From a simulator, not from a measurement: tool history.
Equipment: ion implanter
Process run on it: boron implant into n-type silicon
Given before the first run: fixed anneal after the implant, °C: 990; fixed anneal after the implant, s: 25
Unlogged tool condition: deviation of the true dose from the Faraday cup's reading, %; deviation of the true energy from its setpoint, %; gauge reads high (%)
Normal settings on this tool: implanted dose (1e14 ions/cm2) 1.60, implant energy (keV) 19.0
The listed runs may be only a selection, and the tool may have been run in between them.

run,hour,implanted dose (1e14 ions/cm2),implant energy (keV),wafers since the last listed run,hours since the last dose calibration,hours since the extraction supply was calibrated,hours since the gauge calibration,"read-back reference wafer on the same gauge, sheet resistance",sheet resistance of the implanted and annealed layer (ohm/square)
1,0.0,1.95,16.0,0,1712.4,4840.4,143.7,597.96,473.84
2,15.4,1.60,19.0,296,1727.8,4855.8,159.1,597.98,542.80
3,29.1,1.60,19.0,263,1741.5,4869.5,172.8,598.24,542.09
4,45.8,1.60,19.0,321,1758.2,4886.2,189.5,597.96,541.92
5,60.8,1.60,22.0,288,1773.2,4901.2,204.5,598.02,530.86
6,67.8,1.60,22.0,134,1780.2,4908.2,211.5,597.94,530.00
7,84.1,1.60,22.0,313,1796.5,4924.5,227.8,598.01,528.98
8,95.6,1.76,19.0,221,1808.0,4936.0,239.3,597.85,502.86
9,103.5,1.76,19.0,151,1815.9,4943.9,247.2,597.95,501.36
10,119.3,1.76,19.0,303,1831.7,4959.7,263.0,598.00,501.56
# hour 127.2: gauge calibrated
# hour 134.4: extraction supply calibrated
11,134.9,1.60,19.0,146,1847.3,0.5,7.7,597.96,540.32
# hour 147.1: Faraday cup replaced and dose calibrated
12,147.6,1.60,19.0,90,0.5,13.2,20.4,597.91,587.87
13,160.5,1.17,19.0,247,13.4,26.1,33.3,598.15,744.79
14,168.8,1.27,19.0,159,21.7,34.4,41.6,598.07,698.96
15,177.3,1.25,19.0,163,30.2,42.9,50.1,597.78,708.20
16,185.9,1.27,25.0,165,38.8,51.5,58.7,597.89,668.53
17,201.6,1.83,19.0,301,54.5,67.2,74.4,598.17,528.52
# hour 211.3: Faraday cup replaced and dose calibrated, repeated, since the last time left the tool worse
18,212.1,1.60,19.0,48,0.8,77.7,84.9,597.82,555.36
19,225.0,1.60,19.0,247,13.7,90.6,97.8,597.91,554.79
20,235.5,1.47,16.0,201,24.2,101.1,108.3,598.06,608.81
21,243.5,1.37,25.0,153,32.2,109.1,116.3,597.81,598.56
22,259.7,1.96,24.5,311,48.4,125.3,132.5,598.18,458.18
23,274.7,1.60,14.5,288,63.4,140.3,147.5,598.25,576.20
24,289.1,2.03,13.5,276,77.8,154.7,161.9,597.75,481.28
25,305.0,2.07,14.5,305,93.7,170.6,177.8,598.25,468.99

For each run, what was the tool's unlogged condition?
deviation of the true energy from its setpoint, %: 0 on each run
gauge reads high (%): 0 on each run
H1: deviation of the true dose from the Faraday cup's reading, %
run,H1
1,3.53
2,3.59
3,3.65
4,3.72
5,3.78
6,3.81
7,3.88
8,3.93
9,3.97
10,4.03
11,4.1
12,-6.5
13,-6.5
14,-6.5
15,-6.5
16,-6.5
17,-6.5
18,0.587
19,0.588
20,0.588
21,0.589
22,0.59
23,0.592
24,0.595
25,0.598
